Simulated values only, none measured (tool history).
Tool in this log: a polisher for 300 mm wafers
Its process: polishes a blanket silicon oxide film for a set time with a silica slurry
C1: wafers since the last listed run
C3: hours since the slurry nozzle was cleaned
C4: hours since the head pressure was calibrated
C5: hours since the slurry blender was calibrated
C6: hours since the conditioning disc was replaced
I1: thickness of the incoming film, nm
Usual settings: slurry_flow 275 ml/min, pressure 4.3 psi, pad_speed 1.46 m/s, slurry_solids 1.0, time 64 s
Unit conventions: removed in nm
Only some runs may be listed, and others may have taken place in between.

Run 1, hour 0.0: usual settings but pad_speed 1.08 m/s; C1 0; wafers polished on this pad 4641; C3 125.0; C4 1027.9; C5 154.4; C6 97.8; I1 1327.1. Result: removed 186.3 nm.
At hour 15.1: worn pad replaced by a new one.
Run 2, hour 36.7: usual settings but pad_speed 1.08 m/s; C1 420; wafers polished on this pad 277; C3 161.7; C4 1064.6; C5 191.1; C6 134.5; I1 1348.4. Result: removed 183.6 nm.
Run 3, hour 66.7: usual settings but pressure 3.6 psi, slurry_solids 0.9; C1 385; wafers polished on this pad 662; C3 191.7; C4 1094.6; C5 221.1; C6 164.5; I1 1365.1. Result: removed 197.1 nm.
Run 4, hour 126.4: usual settings but pad_speed 1.64 m/s; C1 766; wafers polished on this pad 1429; C3 251.4; C4 1154.3; C5 280.8; C6 224.2; I1 1367.8. Result: removed 255.1 nm.
Run 5, hour 160.4: usual settings but pad_speed 1.64 m/s; C1 436; wafers polished on this pad 1866; C3 285.4; C4 1188.3; C5 314.8; C6 258.2; I1 1339.1. Result: removed 255.0 nm.
Run 6, hour 200.3: usual settings; C1 512; wafers polished on this pad 2378; C3 325.3; C4 1228.2; C5 354.7; C6 298.1; I1 1345.2. Result: removed 235.2 nm.
Run 7, hour 255.4: usual settings; C1 707; wafers polished on this pad 3086; C3 380.4; C4 1283.3; C5 409.8; C6 353.2; I1 1341.1. Result: removed 232.0 nm.
At hour 313.9: slurry blender recalibrated.
Run 8, hour 320.7: usual settings but slurry_flow 330 ml/min, pressure 5.3 psi; C1 813; wafers polished on this pad 3899; C3 445.7; C4 1348.6; C5 6.8; C6 418.5; I1 1342.0. Result: removed 277.3 nm.
Run 9, hour 345.7: usual settings but pad_speed 1.06 m/s, slurry_solids 0.9; C1 321; wafers polished on this pad 4220; C3 470.7; C4 1373.6; C5 31.8; C6 443.5; I1 1352.5. Result: removed 169.5 nm.
At hour 361.3: worn pad replaced by a new one.
Run 10, hour 414.5: usual settings; C1 832; wafers polished on this pad 683; C3 539.5; C4 1442.4; C5 100.6; C6 512.3; I1 1343.1. Result: removed 229.9 nm.
At hour 458.8: head pressure recalibrated.
Run 11, hour 463.0: usual settings but slurry_flow 330 ml/min, pad_speed 1.66 m/s, time 42 s; C1 597; wafers polished on this pad 1280; C3 588.0; C4 4.2; C5 149.1; C6 560.8; I1 1353.0. Result: removed 177.6 nm.
Run 12, hour 517.4: usual settings; C1 698; wafers polished on this pad 1979; C3 642.4; C4 58.6; C5 203.5; C6 615.2; I1 1326.6. Result: removed 242.5 nm.
At hour 529.8: conditioning disc replaced and pad reconditioned.
At hour 542.6: slurry nozzle cleaned.
Run 13, hour 576.6: usual settings; C1 721; wafers polished on this pad 2701; C3 34.0; C4 117.8; C5 262.7; C6 46.8; I1 1364.0. Result: removed 244.4 nm.
Run 14, hour 606.4: usual settings; C1 382; wafers polished on this pad 3083; C3 63.8; C4 147.6; C5 292.5; C6 76.6; I1 1337.7. Result: removed 244.1 nm.
Run 15, hour 634.9: usual settings but slurry_flow 310 ml/min, time 80 s; C1 366; wafers polished on this pad 3449; C3 92.3; C4 176.1; C5 321.0; C6 105.1; I1 1362.5. Result: removed 306.5 nm.
Run 16, hour 674.5: usual settings but pressure 3.1 psi, time 44 s; C1 508; wafers polished on this pad 3958; C3 131.9; C4 215.7; C5 360.6; C6 144.7; I1 1338.1. Result: removed 128.1 nm.
At hour 709.5: slurry blender recalibrated.
Run 17, hour 729.5: usual settings but pad_speed 1.64 m/s; C1 680; wafers polished on this pad 4639; C3 186.9; C4 270.7; C5 20.0; C6 199.7; I1 1350.8. Result: removed 261.7 nm.
At hour 744.0: worn pad replaced by a new one.
Run 18, hour 763.5: usual settings; C1 385; wafers polished on this pad 250; C3 220.9; C4 304.7; C5 54.0; C6 233.7; I1 1337.5. Result: removed 237.2 nm.
Run 19, hour 811.0: usual settings; C1 610; wafers polished on this pad 860; C3 268.4; C4 352.2; C5 101.5; C6 281.2; I1 1335.8. Result: removed 237.3 nm.
Run 20, hour 866.5: usual settings but pressure 3.5 psi; C1 712; wafers polished on this pad 1573; C3 323.9; C4 407.7; C5 157.0; C6 336.7; I1 1357.7. Result: removed 205.7 nm.

Run 21 comes next. What will it give?
Run 21, hour 935.0: usual settings but pressure 5.0 psi; C1 879; wafers polished on this pad 2453; C3 392.4; C4 476.2; C5 225.5; C6 405.2; I1 1340.6. Result: removed ?.

{"run 21": {"removed": 269.0}}
Had the tool carried no hidden state, the very same run would have given removed 279.4 nm.
